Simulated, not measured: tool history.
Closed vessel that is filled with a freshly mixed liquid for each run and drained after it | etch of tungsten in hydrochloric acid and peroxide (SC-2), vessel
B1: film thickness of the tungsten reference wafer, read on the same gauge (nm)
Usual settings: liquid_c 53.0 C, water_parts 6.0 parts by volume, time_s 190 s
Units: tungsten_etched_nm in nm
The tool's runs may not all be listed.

run 1 hour=0.0 | liquid_c=53.0 water_parts=6.0 time_s=250 | B1=69.99 | tungsten_etched_nm=47.38
run 2 hour=29.3 | liquid_c=53.0 water_parts=6.0 time_s=250 | B1=70.00 | tungsten_etched_nm=47.17
-- hour=85.6 chemicals flow meter replaced
run 3 hour=101.6 | liquid_c=53.0 water_parts=6.0 time_s=165 | B1=70.02 | tungsten_etched_nm=32.07
run 4 hour=141.4 | liquid_c=53.0 water_parts=6.5 time_s=190 | B1=70.00 | tungsten_etched_nm=34.57
run 5 hour=176.6 | liquid_c=53.0 water_parts=6.5 time_s=190 | B1=70.01 | tungsten_etched_nm=34.42
run 6 hour=243.1 | liquid_c=53.0 water_parts=6.0 time_s=190 | B1=69.98 | tungsten_etched_nm=36.61
run 7 hour=270.3 | liquid_c=53.0 water_parts=6.0 time_s=190 | B1=70.00 | tungsten_etched_nm=36.39
run 8 hour=306.3 | liquid_c=53.0 water_parts=6.0 time_s=190 | B1=70.01 | tungsten_etched_nm=36.24
run 9 hour=340.5 | liquid_c=53.0 water_parts=6.0 time_s=190 | B1=70.00 | tungsten_etched_nm=36.49
run 10 hour=468.7 | liquid_c=53.0 water_parts=6.0 time_s=190 | B1=70.00 | tungsten_etched_nm=36.05
-- hour=524.3 new drum of peroxide connected
run 11 hour=526.9 | liquid_c=53.0 water_parts=6.0 time_s=105 | B1=69.99 | tungsten_etched_nm=19.89
run 12 hour=557.2 | liquid_c=43.0 water_parts=6.0 time_s=190 | B1=69.99 | tungsten_etched_nm=18.37
run 13 hour=598.1 | liquid_c=53.0 water_parts=6.0 time_s=190 | B1=70.01 | tungsten_etched_nm=36.29
run 14 hour=644.9 | liquid_c=58.5 water_parts=8.5 time_s=110 | B1=69.98 | tungsten_etched_nm=22.53
run 15 hour=690.4 | liquid_c=53.0 water_parts=9.0 time_s=240 | B1=70.00 | tungsten_etched_nm=32.83
run 16 hour=738.8 | liquid_c=60.0 water_parts=6.0 time_s=190 | B1=70.00 | tungsten_etched_nm=55.91
-- hour=744.3 thermometer replaced
run 17 hour=777.2 | liquid_c=56.5 water_parts=6.0 time_s=245 | B1=70.01 | tungsten_etched_nm=57.33
-- hour=778.8 chemicals flow meter replaced
run 18 hour=833.5 | liquid_c=53.0 water_parts=7.5 time_s=190 | B1=70.00 | tungsten_etched_nm=31.08
run 19 hour=895.7 | liquid_c=53.0 water_parts=6.0 time_s=190 | B1=70.00 | tungsten_etched_nm=37.09
run 20 hour=952.9 | liquid_c=53.0 water_parts=6.0 time_s=190 | B1=69.99 | tungsten_etched_nm=36.56
run 21 hour=1002.7 | liquid_c=57.0 water_parts=6.0 time_s=130 | B1=70.01 | tungsten_etched_nm=32.50
-- hour=1014.8 new drum of peroxide connected
-- hour=1021.2 gauge calibrated
run 22 hour=1044.7 | liquid_c=45.0 water_parts=6.0 time_s=120 | B1=69.99 | tungsten_etched_nm=13.61
run 23 hour=1139.3 | liquid_c=62.5 water_parts=6.0 time_s=190 | B1=70.00 | tungsten_etched_nm=67.24
run 24 hour=1207.5 | liquid_c=61.0 water_parts=6.0 time_s=290 | B1=70.01 | tungsten_etched_nm=93.39
run 25 hour=1238.4 | liquid_c=45.5 water_parts=6.0 time_s=190 | B1=69.99 | tungsten_etched_nm=22.04
run 26 hour=1271.9 | liquid_c=53.0 water_parts=5.0 time_s=190 | B1=69.99 | tungsten_etched_nm=41.40
run 27 hour=1303.2 | liquid_c=53.0 water_parts=6.0 time_s=160 | B1=69.99 | tungsten_etched_nm=30.64
run 28 hour=1343.8 | liquid_c=53.0 water_parts=6.0 time_s=190 | B1=70.00 | tungsten_etched_nm=36.33
run 29 hour=1392.4 | liquid_c=45.5 water_parts=6.0 time_s=80 | B1=69.99 | tungsten_etched_nm=9.22
run 30 hour=1417.8 | liquid_c=53.0 water_parts=8.5 time_s=190 | B1=70.00 | tungsten_etched_nm=27.49
run 31 hour=1463.9 | liquid_c=53.0 water_parts=4.0 time_s=190 | B1=70.01 | tungsten_etched_nm=48.00

What the log doesn't show, run by run:
liquid hotter than its thermometer reads (K): 0 in every run
peroxide weaker than its label (%): 0 in every run
gauge reads high (%): 0 in every run
H1: chemicals flow below the setpoint (%)
run=1 H1=3.36
run=2 H1=3.51
run=3 H1=0.702
run=4 H1=0.908
run=5 H1=1.09
run=6 H1=1.44
run=7 H1=1.58
run=8 H1=1.77
run=9 H1=1.94
run=10 H1=2.61
run=11 H1=2.91
run=12 H1=3.07
run=13 H1=3.28
run=14 H1=3.52
run=15 H1=3.76
run=16 H1=4.01
run=17 H1=4.21
run=18 H1=0.315
run=19 H1=0.638
run=20 H1=0.935
run=21 H1=1.19
run=22 H1=1.41
run=23 H1=1.9
run=24 H1=2.26
run=25 H1=2.42
run=26 H1=2.59
run=27 H1=2.75
run=28 H1=2.97
run=29 H1=3.22
run=30 H1=3.35
run=31 H1=3.59

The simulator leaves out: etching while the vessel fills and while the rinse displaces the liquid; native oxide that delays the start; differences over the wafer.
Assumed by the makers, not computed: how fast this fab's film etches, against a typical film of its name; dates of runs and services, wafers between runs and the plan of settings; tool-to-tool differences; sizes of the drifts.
